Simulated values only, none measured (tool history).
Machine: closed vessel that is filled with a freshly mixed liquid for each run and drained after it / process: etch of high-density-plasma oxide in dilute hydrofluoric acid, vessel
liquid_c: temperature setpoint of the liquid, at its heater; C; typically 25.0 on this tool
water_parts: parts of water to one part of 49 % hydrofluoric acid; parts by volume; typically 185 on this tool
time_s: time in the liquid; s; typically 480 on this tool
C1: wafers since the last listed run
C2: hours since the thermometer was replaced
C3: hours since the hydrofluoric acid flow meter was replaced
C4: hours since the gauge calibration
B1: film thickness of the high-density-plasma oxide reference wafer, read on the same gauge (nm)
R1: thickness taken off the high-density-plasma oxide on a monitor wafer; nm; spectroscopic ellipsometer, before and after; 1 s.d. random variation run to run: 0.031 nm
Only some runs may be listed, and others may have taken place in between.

run 1 hour=0.0 | liquid_c=25.0 water_parts=185 time_s=480 | C1=0 C2=2483.2 C3=279.1 C4=132.5 | B1=59.98 | R1=14.90
run 2 hour=6.5 | liquid_c=25.0 water_parts=185 time_s=480 | C1=333 C2=2489.7 C3=285.6 C4=139.0 | B1=60.03 | R1=14.88
run 3 hour=20.3 | liquid_c=25.0 water_parts=185 time_s=480 | C1=707 C2=2503.5 C3=299.4 C4=152.8 | B1=59.97 | R1=14.92
run 4 hour=32.8 | liquid_c=25.0 water_parts=185 time_s=480 | C1=641 C2=2516.0 C3=311.9 C4=165.3 | B1=60.00 | R1=14.98
run 5 hour=45.6 | liquid_c=25.0 water_parts=185 time_s=480 | C1=656 C2=2528.8 C3=324.7 C4=178.1 | B1=60.00 | R1=14.95
run 6 hour=55.7 | liquid_c=25.0 water_parts=185 time_s=480 | C1=518 C2=2538.9 C3=334.8 C4=188.2 | B1=59.97 | R1=15.00
run 7 hour=72.5 | liquid_c=25.0 water_parts=185 time_s=480 | C1=861 C2=2555.7 C3=351.6 C4=205.0 | B1=60.03 | R1=14.97
run 8 hour=78.5 | liquid_c=25.0 water_parts=185 time_s=480 | C1=307 C2=2561.7 C3=357.6 C4=211.0 | B1=60.00 | R1=15.03
-- hour=87.0 gauge calibrated
run 9 hour=93.6 | liquid_c=25.0 water_parts=185 time_s=480 | C1=774 C2=2576.8 C3=372.7 C4=6.6 | B1=60.04 | R1=15.03
run 10 hour=109.6 | liquid_c=25.0 water_parts=185 time_s=480 | C1=820 C2=2592.8 C3=388.7 C4=22.6 | B1=59.96 | R1=15.03
run 11 hour=124.6 | liquid_c=20.5 water_parts=185 time_s=480 | C1=769 C2=2607.8 C3=403.7 C4=37.6 | B1=60.00 | R1=12.62
run 12 hour=138.6 | liquid_c=25.0 water_parts=185 time_s=480 | C1=718 C2=2621.8 C3=417.7 C4=51.6 | B1=60.02 | R1=15.10
-- hour=140.6 hydrofluoric acid flow meter replaced
run 13 hour=151.8 | liquid_c=25.0 water_parts=185 time_s=665 | C1=625 C2=2635.0 C3=11.2 C4=64.8 | B1=60.06 | R1=20.01
-- hour=159.4 thermometer replaced
run 14 hour=164.7 | liquid_c=25.0 water_parts=185 time_s=285 | C1=610 C2=5.3 C3=24.1 C4=77.7 | B1=60.01 | R1=9.33
run 15 hour=173.4 | liquid_c=25.0 water_parts=235 time_s=480 | C1=446 C2=14.0 C3=32.8 C4=86.4 | B1=60.02 | R1=11.70
run 16 hour=186.4 | liquid_c=26.5 water_parts=255 time_s=690 | C1=666 C2=27.0 C3=45.8 C4=99.4 | B1=59.97 | R1=16.07
run 17 hour=202.5 | liquid_c=28.0 water_parts=130 time_s=480 | C1=825 C2=43.1 C3=61.9 C4=115.5 | B1=59.98 | R1=26.71
run 18 hour=208.6 | liquid_c=25.0 water_parts=235 time_s=480 | C1=312 C2=49.2 C3=68.0 C4=121.6 | B1=60.02 | R1=11.77

Results for each run, recomputed without the tool's hidden state and with each run's random variation untouched:
The hidden state here: liquid colder than its thermometer reads (K); hydrofluoric acid flow above the setpoint (%); gauge reads high (%).
run=1 R1=15.63
run=2 R1=15.61
run=3 R1=15.63
run=4 R1=15.67
run=5 R1=15.62
run=6 R1=15.66
run=7 R1=15.61
run=8 R1=15.67
run=9 R1=15.64
run=10 R1=15.62
run=11 R1=13.17
run=12 R1=15.66
run=13 R1=21.74
run=14 R1=9.30
run=15 R1=11.65
run=16 R1=15.96
run=17 R1=26.54
run=18 R1=11.68
